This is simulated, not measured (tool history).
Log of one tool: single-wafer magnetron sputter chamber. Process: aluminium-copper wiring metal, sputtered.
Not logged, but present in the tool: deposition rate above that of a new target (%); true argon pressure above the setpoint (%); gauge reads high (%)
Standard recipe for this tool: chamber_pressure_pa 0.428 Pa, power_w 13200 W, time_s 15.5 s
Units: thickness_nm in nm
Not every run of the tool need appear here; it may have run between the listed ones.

run	hour	chamber_pressure_pa	power_w	time_s	wafers since the last listed run	wafers on the sputter target	hours since the last manometer calibration	hours since the magnet pack was replaced	hours since the gauge calibration	read-back reference wafer on the same gauge, thickness_nm	thickness_nm
1	0.0	0.337	13200	15.5	0	2178	2079.9	6865.1	543.5	396.211	374.867
2	13.8	0.428	13200	15.5	575	2753	2093.7	6878.9	557.3	396.517	352.902
3	41.6	0.428	13200	15.5	1159	3912	2121.5	6906.7	585.1	395.731	349.498
4	60.8	0.428	13200	15.5	800	4713	2140.7	6925.9	604.3	396.054	349.283
5	75.2	0.428	13200	15.5	600	5313	2155.1	6940.3	618.7	396.096	348.067
6	108.4	0.428	13200	15.5	1384	6697	2188.3	6973.5	651.9	396.522	344.139
# hour 135.5: sputter target and shields replaced
7	136.0	0.428	13200	17.5	817	20	2215.9	7001.1	679.5	395.423	409.807
8	146.9	0.428	13200	15.5	454	474	2226.8	7012.0	690.4	396.311	354.638
9	176.8	0.428	13200	15.5	1246	1721	2256.7	7041.9	720.3	395.316	355.842
10	212.5	0.321	13200	15.5	1488	3210	2292.4	7077.6	756.0	396.240	370.867
# hour 227.1: gauge calibrated
11	238.2	0.321	13200	15.5	1071	4281	2318.1	7103.3	11.1	394.649	369.742
12	274.4	0.428	13200	13.7	1509	5790	2354.3	7139.5	47.3	396.853	302.382
13	293.2	0.428	13200	13.7	783	6574	2373.1	7158.3	66.1	396.572	298.843
# hour 312.2: sputter target and shields replaced
14	318.7	0.428	13200	13.7	729	269	2398.6	7183.8	91.6	395.824	314.466
15	344.2	0.428	13200	15.5	1063	1332	2424.1	7209.3	117.1	395.460	356.281
16	371.9	0.374	13200	15.5	1154	2487	2451.8	7237.0	144.8	396.918	365.799
17	404.1	0.428	13200	14.6	1342	3829	2484.0	7269.2	177.0	396.540	333.299
18	439.3	0.428	12250	16.8	1467	5297	2519.2	7304.4	212.2	396.457	350.950
# hour 464.1: sputter target and shields replaced
19	464.6	0.477	13200	13.4	721	18	2544.5	7329.7	237.5	396.438	304.032
20	476.1	0.533	9950	12.6	479	498	2556.0	7341.2	249.0	395.319	226.930
21	498.6	0.357	14500	17.7	938	1436	2578.5	7363.7	271.5	395.887	450.496
22	527.1	0.428	13200	17.7	1188	2624	2607.0	7392.2	300.0	396.261	403.023
# hour 552.1: magnet pack replaced, of another model than before
23	552.6	0.428	13200	15.5	729	3354	2632.5	0.5	325.5	395.930	346.757
# hour 571.2: capacitance manometer re-zeroed and calibrated
24	574.9	0.428	11200	17.2	596	3950	3.7	22.8	347.8	395.872	344.621
25	607.7	0.428	13200	15.5	1367	5318	36.5	55.6	380.6	395.830	342.796
# hour 620.9: sputter target and shields replaced
26	634.3	0.376	11850	12.7	775	558	63.1	82.2	407.2	395.981	279.239
27	669.7	0.428	13200	13.9	1475	2034	98.5	117.6	442.6	396.536	318.780
28	693.2	0.342	10000	18.3	979	3014	122.0	141.1	466.1	396.679	354.334
29	706.9	0.383	9900	13.6	571	3585	135.7	154.8	479.8	396.072	256.651
30	723.3	0.428	13200	15.5	683	4269	152.1	171.2	496.2	397.075	349.610
31	743.1	0.428	14650	14.5	825	5094	171.9	191.0	516.0	395.769	349.710
32	764.7	0.428	15650	12.6	900	5995	193.5	212.6	537.6	396.628	323.292
# hour 774.5: sputter target and shields replaced
33	788.6	0.589	13200	16.7	662	588	217.4	236.5	561.5	396.257	363.337

Take each entry between the runs: how does the hidden state at the last listed run before it differ from the hidden state at the first listed run after it?
After run 6, before run 7: sputter target and shields replaced (hour 135.5)
  deposition rate above that of a new target (%): -5.17 -> -0.513
  what was measured, less what the result would be without the hidden state, thickness_nm: -18.769 -> -2.113 nm
After run 10, before run 11: gauge calibrated (hour 227.1)
  deposition rate above that of a new target (%): -2.86 -> -3.65
  what was measured, less what the result would be without the hidden state, thickness_nm: -10.933 -> -14.019 nm
After run 13, before run 14: sputter target and shields replaced (hour 312.2)
  deposition rate above that of a new target (%): -5.34 -> -0.837
  what was measured, less what the result would be without the hidden state, thickness_nm: -16.868 -> -2.655 nm
After run 18, before run 19: sputter target and shields replaced (hour 464.1)
  deposition rate above that of a new target (%): -4.54 -> -0.539
  what was measured, less what the result would be without the hidden state, thickness_nm: -16.700 -> -1.647 nm
After run 22, before run 23: magnet pack replaced, of another model than before (hour 552.1)
  deposition rate above that of a new target (%): -2.46 -> -3.24
  what was measured, less what the result would be without the hidden state, thickness_nm: -10.160 -> -11.620 nm
After run 23, before run 24: capacitance manometer re-zeroed and calibrated (hour 571.2)
  deposition rate above that of a new target (%): -3.24 -> -3.93
  what was measured, less what the result would be without the hidden state, thickness_nm: -11.620 -> -14.089 nm
After run 25, before run 26: sputter target and shields replaced (hour 620.9)
  deposition rate above that of a new target (%): -4.94 -> -0.443
  what was measured, less what the result would be without the hidden state, thickness_nm: -17.796 -> -1.243 nm
After run 32, before run 33: sputter target and shields replaced (hour 774.5)
  deposition rate above that of a new target (%): -4.45 -> -1.24
  what was measured, less what the result would be without the hidden state, thickness_nm: -15.055 -> -4.570 nm
